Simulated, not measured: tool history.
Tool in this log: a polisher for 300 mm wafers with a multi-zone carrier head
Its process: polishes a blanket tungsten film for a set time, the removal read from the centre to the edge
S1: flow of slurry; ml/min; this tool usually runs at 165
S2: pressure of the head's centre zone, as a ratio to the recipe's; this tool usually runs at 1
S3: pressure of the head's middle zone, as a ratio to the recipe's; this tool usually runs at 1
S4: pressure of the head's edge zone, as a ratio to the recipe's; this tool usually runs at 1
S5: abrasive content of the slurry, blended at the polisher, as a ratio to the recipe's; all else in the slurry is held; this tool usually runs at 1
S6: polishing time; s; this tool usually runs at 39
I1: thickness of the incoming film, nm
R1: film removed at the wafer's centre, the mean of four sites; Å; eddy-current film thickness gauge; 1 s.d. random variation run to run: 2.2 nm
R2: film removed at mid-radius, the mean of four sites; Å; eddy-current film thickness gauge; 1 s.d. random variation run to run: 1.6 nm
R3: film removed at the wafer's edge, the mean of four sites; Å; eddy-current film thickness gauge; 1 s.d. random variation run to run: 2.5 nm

run,day,S1,S2,S3,S4,S5,S6,I1,R1,R2,R3
1,0,165,1,1,1,1,43,738.2,2195,2181,2192
2,2.658,165,1,1,1,1,43,738.5,2162,2195,2221
3,4.3,165,1,1,1,1,39,741.9,1920,1930,1964
# day 5.483: worn pad replaced by a new one
4,6.362,165,1,1,1,1,39,743,1927,1922,1995
5,8.262,165,1,1,1,1,39,743.7,1863,1939,1984
6,10.35,165,1,1,1,1,39,731.4,1829,1867,1946
7,11.904,165,1,1,0.97,0.9,39,748.3,1778,1773,1829
# day 12.062: slurry nozzle cleaned
# day 12.421: worn pad replaced by a new one
# day 12.542: centre zone pressure recalibrated
# day 13.467: edge zone pressure recalibrated
8,14.296,165,1,1,0.97,0.9,39,746.5,1964,1960,1933
9,16.138,165,1,1,1,1,39,732.6,2029,2050,2035
10,17.467,165,0.92,1,1,1,39,739,1884,2014,2046
# day 19.321: worn pad replaced by a new one
11,20.142,165,1,1,0.96,1,39,745.8,1995,2020,1995
12,22.871,200,1,1,1,1,39,730.2,2053,2037,2058
# day 23.979: carrier head's membrane replaced by a new one
13,25.562,165,0.96,0.93,1.1,1,39,729,1840,1811,2078
# day 26.642: worn pad replaced by a new one
14,26.9,165,1.05,0.94,1,1,26,738.3,1297,1236,1317
# day 29.35: edge zone pressure recalibrated
15,29.404,165,1,1,1,1,39,741.9,1841,1871,1971
16,32.129,165,1,1,1,1,39,737,1792,1835,1917
# day 33.829: worn pad replaced by a new one
17,35.042,195,1,1,1,0.75,51,737.7,2174,2218,2270
# day 35.329: slurry nozzle cleaned
18,36.704,215,1,0.93,0.94,1,26,745.8,1433,1327,1385

Consider 4 possible next runs. They are alternatives, not a sequence: every one starts from the tool as it was left by run 18. What does each give?
A,36.721,165,1,1,1,1,30,750.3,?,?,?
B,36.721,140,0.9,1.06,1.11,1,39,750.3,?,?,?
C,36.721,165,1,0.93,1.04,1,39,750.3,?,?,?
D,36.721,145,1.11,1,1.12,0.8,39,750.3,?,?,?

run,R1,R2,R3
A,1553,1573,1601
B,1758,2071,2132
C,2018,1925,2123
D,1972,1819,1975
Without the tool's unlogged condition, the same runs would have read:
run,R1,R2,R3
A,1577,1595,1616
B,1789,2104,2156
C,2049,1950,2144
D,2007,1847,1997

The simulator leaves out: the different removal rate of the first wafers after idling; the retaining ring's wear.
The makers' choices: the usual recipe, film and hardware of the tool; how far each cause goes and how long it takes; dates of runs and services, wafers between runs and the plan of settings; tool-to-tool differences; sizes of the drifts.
